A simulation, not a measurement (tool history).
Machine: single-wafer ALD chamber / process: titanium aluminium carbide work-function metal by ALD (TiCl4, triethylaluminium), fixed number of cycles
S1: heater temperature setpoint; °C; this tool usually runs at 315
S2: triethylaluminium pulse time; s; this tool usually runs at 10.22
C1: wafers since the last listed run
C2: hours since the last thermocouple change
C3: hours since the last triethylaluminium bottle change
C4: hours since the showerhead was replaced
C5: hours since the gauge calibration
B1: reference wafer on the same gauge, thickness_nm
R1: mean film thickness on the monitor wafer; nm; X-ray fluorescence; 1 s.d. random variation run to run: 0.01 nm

Run 1, hour 0: usual settings; C1 0; C2 1871.5; C3 1827.8; C4 3448.9; C5 169.5; B1 1.952. Result: R1 2.25 nm.
Run 2, hour 19.2: usual settings; C1 247; C2 1890.7; C3 1847; C4 3468.1; C5 188.7; B1 1.951. Result: R1 2.261 nm.
Run 3, hour 36.5: usual settings but S2 7.29 s; C1 222; C2 1908; C3 1864.3; C4 3485.4; C5 206; B1 1.949. Result: R1 2.12 nm.
Run 4, hour 96.9: usual settings but S2 7.29 s; C1 777; C2 1968.4; C3 1924.7; C4 3545.8; C5 266.4; B1 1.949. Result: R1 2.111 nm.
Run 5, hour 124.7: usual settings but S2 7.29 s; C1 357; C2 1996.2; C3 1952.5; C4 3573.6; C5 294.2; B1 1.95. Result: R1 2.126 nm.
Run 6, hour 159: usual settings; C1 441; C2 2030.5; C3 1986.8; C4 3607.9; C5 328.5; B1 1.95. Result: R1 2.244 nm.
Run 7, hour 235: usual settings; C1 977; C2 2106.5; C3 2062.8; C4 3683.9; C5 404.5; B1 1.951. Result: R1 2.25 nm.
Run 8, hour 248.5: usual settings; C1 173; C2 2120; C3 2076.3; C4 3697.4; C5 418; B1 1.95. Result: R1 2.234 nm.
Run 9, hour 270.4: usual settings; C1 281; C2 2141.9; C3 2098.2; C4 3719.3; C5 439.9; B1 1.95. Result: R1 2.237 nm.
Run 10, hour 291.7: usual settings; C1 274; C2 2163.2; C3 2119.5; C4 3740.6; C5 461.2; B1 1.95. Result: R1 2.253 nm.
Run 11, hour 315.2: usual settings; C1 302; C2 2186.7; C3 2143; C4 3764.1; C5 484.7; B1 1.95. Result: R1 2.234 nm.
Run 12, hour 345.5: usual settings; C1 389; C2 2217; C3 2173.3; C4 3794.4; C5 515; B1 1.948. Result: R1 2.255 nm.
At hour 363.9: showerhead replaced.
Run 13, hour 368.6: usual settings; C1 194; C2 2240.1; C3 2196.4; C4 4.7; C5 538.1; B1 1.949. Result: R1 2.254 nm.
Run 14, hour 390.6: usual settings; C1 283; C2 2262.1; C3 2218.4; C4 26.7; C5 560.1; B1 1.95. Result: R1 2.253 nm.
At hour 404.2: gauge calibrated.
At hour 416.3: triethylaluminium bottle replaced.
Run 15, hour 416.8: usual settings; C1 234; C2 2288.3; C3 0.5; C4 52.9; C5 12.6; B1 1.949. Result: R1 2.242 nm.
Run 16, hour 432.7: usual settings; C1 204; C2 2304.2; C3 16.4; C4 68.8; C5 28.5; B1 1.95. Result: R1 2.25 nm.
Run 17, hour 447.7: usual settings but S2 14.04 s; C1 192; C2 2319.2; C3 31.4; C4 83.8; C5 43.5; B1 1.952. Result: R1 2.284 nm.
Run 18, hour 466: usual settings; C1 235; C2 2337.5; C3 49.7; C4 102.1; C5 61.8; B1 1.948. Result: R1 2.253 nm.
Run 19, hour 498.8: usual settings; C1 421; C2 2370.3; C3 82.5; C4 134.9; C5 94.6; B1 1.949. Result: R1 2.258 nm.
Run 20, hour 531.4: usual settings; C1 419; C2 2402.9; C3 115.1; C4 167.5; C5 127.2; B1 1.948. Result: R1 2.244 nm.
Run 21, hour 552.3: usual settings but S1 304 °C; C1 268; C2 2423.8; C3 136; C4 188.4; C5 148.1; B1 1.953. Result: R1 2.169 nm.
Run 22, hour 570.3: usual settings but S2 12.79 s; C1 231; C2 2441.8; C3 154; C4 206.4; C5 166.1; B1 1.95. Result: R1 2.308 nm.
Run 23, hour 602.2: usual settings but S2 13.76 s; C1 410; C2 2473.7; C3 185.9; C4 238.3; C5 198; B1 1.95. Result: R1 2.282 nm.
At hour 614: thermocouple changed; heater temperature recalibrated.
Run 24, hour 635.8: usual settings but S1 311 °C; C1 329; C2 21.8; C3 219.5; C4 271.9; C5 231.6; B1 1.948. Result: R1 2.219 nm.
Run 25, hour 657.1: usual settings; C1 274; C2 43.1; C3 240.8; C4 293.2; C5 252.9; B1 1.951. Result: R1 2.227 nm.
Run 26, hour 691.2: usual settings but S2 6.38 s; C1 438; C2 77.2; C3 274.9; C4 327.3; C5 287; B1 1.951. Result: R1 2.057 nm.
Run 27, hour 712.4: usual settings but S1 321 °C, S2 8.93 s; C1 272; C2 98.4; C3 296.1; C4 348.5; C5 308.2; B1 1.95. Result: R1 2.237 nm.
Run 28, hour 746.7: usual settings but S1 309 °C, S2 9.06 s; C1 441; C2 132.7; C3 330.4; C4 382.8; C5 342.5; B1 1.948. Result: R1 2.147 nm.
Run 29, hour 762.4: usual settings; C1 201; C2 148.4; C3 346.1; C4 398.5; C5 358.2; B1 1.949. Result: R1 2.245 nm.
Run 30, hour 788.7: usual settings but S2 11.42 s; C1 338; C2 174.7; C3 372.4; C4 424.8; C5 384.5; B1 1.951. Result: R1 2.29 nm.
Run 31, hour 805.1: usual settings but S1 307 °C, S2 13 s; C1 210; C2 191.1; C3 388.8; C4 441.2; C5 400.9; B1 1.95. Result: R1 2.213 nm.
Run 32, hour 829.4: usual settings; C1 312; C2 215.4; C3 413.1; C4 465.5; C5 425.2; B1 1.948. Result: R1 2.238 nm.

Run-by-run hidden state of the tool:
wafer temperature above the value expected at the setpoint (K): 0 at every run
triethylaluminium dose above that of a fresh bottle (%): 0 at every run
gauge reads high (%): 0 at every run
